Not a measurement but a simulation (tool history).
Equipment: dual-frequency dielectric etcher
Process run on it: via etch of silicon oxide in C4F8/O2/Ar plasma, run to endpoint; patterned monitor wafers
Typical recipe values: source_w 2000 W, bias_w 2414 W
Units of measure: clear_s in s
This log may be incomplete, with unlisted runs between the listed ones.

| run | hour | source_w | bias_w | wafers since the last listed run | hours since the last wet clean | hours since the last source power generator calibration | hours since the last bias power generator calibration | hours since the last upper electrode change | incoming incoming film thickness, nm | clear_s |
|---|---|---|---|---|---|---|---|---|---|---|
| 1 | 0 | 2000 | 2631 | 0 | 155.5 | 1477.4 | 2349.9 | 1641.8 | 874.7 | 167.3 |
| 2 | 31.6 | 2000 | 2631 | 203 | 187.1 | 1509 | 2381.5 | 1673.4 | 867.7 | 166.6 |
| 3 | 73.6 | 2000 | 2631 | 270 | 229.1 | 1551 | 2423.5 | 1715.4 | 879.3 | 169.1 |
| 4 | 122.1 | 2000 | 2414 | 312 | 277.6 | 1599.5 | 2472 | 1763.9 | 865.9 | 171.5 |
| 5 | 150.4 | 2000 | 2414 | 182 | 305.9 | 1627.8 | 2500.3 | 1792.2 | 863 | 171.5 |
| 6 | 221 | 2000 | 2414 | 454 | 376.5 | 1698.4 | 2570.9 | 1862.8 | 867.8 | 173.9 |
| 7 | 290.3 | 1650 | 2414 | 445 | 445.8 | 1767.7 | 2640.2 | 1932.1 | 875.9 | 185.5 |
|  | 333.7 | wet clean of the chamber |
| 8 | 334.2 | 2000 | 2414 | 128 | 0.5 | 1811.6 | 2684.1 | 1976 | 875.8 | 172 |
| 9 | 375.6 | 2000 | 2414 | 266 | 41.9 | 1853 | 2725.5 | 2017.4 | 870.2 | 171 |
|  | 392.9 | bias power generator calibrated |
| 10 | 428.6 | 2000 | 2414 | 315 | 94.9 | 1906 | 35.7 | 2070.4 | 879.5 | 173.1 |
| 11 | 489.6 | 2000 | 2414 | 392 | 155.9 | 1967 | 96.7 | 2131.4 | 874.5 | 173.9 |
| 12 | 514.7 | 2340 | 2842 | 161 | 181 | 1992.1 | 121.8 | 2156.5 | 876.4 | 157.3 |
| 13 | 565.4 | 2230 | 2020 | 326 | 231.7 | 2042.8 | 172.5 | 2207.2 | 876.1 | 180.7 |
|  | 605.8 | source power generator calibrated |
| 14 | 606.3 | 1580 | 2132 | 237 | 272.6 | 0.5 | 213.4 | 2248.1 | 871.2 | 193.8 |
| 15 | 668.6 | 2440 | 2414 | 400 | 334.9 | 62.8 | 275.7 | 2310.4 | 871.3 | 164.2 |
| 16 | 704 | 2470 | 2791 | 227 | 370.3 | 98.2 | 311.1 | 2345.8 | 877 | 157.3 |
|  | 783 | upper electrode replaced |
| 17 | 783.5 | 2000 | 2414 | 357 | 449.8 | 177.7 | 390.6 | 0.5 | 868.1 | 175.2 |
| 18 | 815.4 | 2280 | 2004 | 205 | 481.7 | 209.6 | 422.5 | 32.4 | 873.2 | 180.8 |
|  | 852.1 | wet clean of the chamber |
| 19 | 879.8 | 2000 | 2414 | 260 | 27.7 | 274 | 486.9 | 96.8 | 865.4 | 169.3 |
| 20 | 914.4 | 2290 | 2671 | 222 | 62.3 | 308.6 | 521.5 | 131.4 | 875.5 | 159.1 |
| 21 | 1011.3 | 2280 | 2140 | 623 | 159.2 | 405.5 | 618.4 | 228.3 | 874.8 | 173.1 |
| 22 | 1061 | 2330 | 2858 | 319 | 208.9 | 455.2 | 668.1 | 278 | 869.1 | 154.3 |

Predict each of these 3 candidate next runs independently; none follows another, all start after run 22:
| A | 1061.5 | 2000 | 2414 | 3 | 209.4 | 455.7 | 668.6 | 278.5 | 877.1 | ? |
| B | 1061.5 | 1750 | 1944 | 3 | 209.4 | 455.7 | 668.6 | 278.5 | 877.1 | ? |
| C | 1061.5 | 2130 | 2414 | 3 | 209.4 | 455.7 | 668.6 | 278.5 | 877.1 | ? |

| run | clear_s |
|---|---|
| A | 172.2 |
| B | 193.2 |
| C | 169 |
With the hidden condition removed and each run's random variation left untouched, the same runs would have given:
| run | clear_s |
|---|---|
| A | 170.2 |
| B | 191 |
| C | 167.1 |

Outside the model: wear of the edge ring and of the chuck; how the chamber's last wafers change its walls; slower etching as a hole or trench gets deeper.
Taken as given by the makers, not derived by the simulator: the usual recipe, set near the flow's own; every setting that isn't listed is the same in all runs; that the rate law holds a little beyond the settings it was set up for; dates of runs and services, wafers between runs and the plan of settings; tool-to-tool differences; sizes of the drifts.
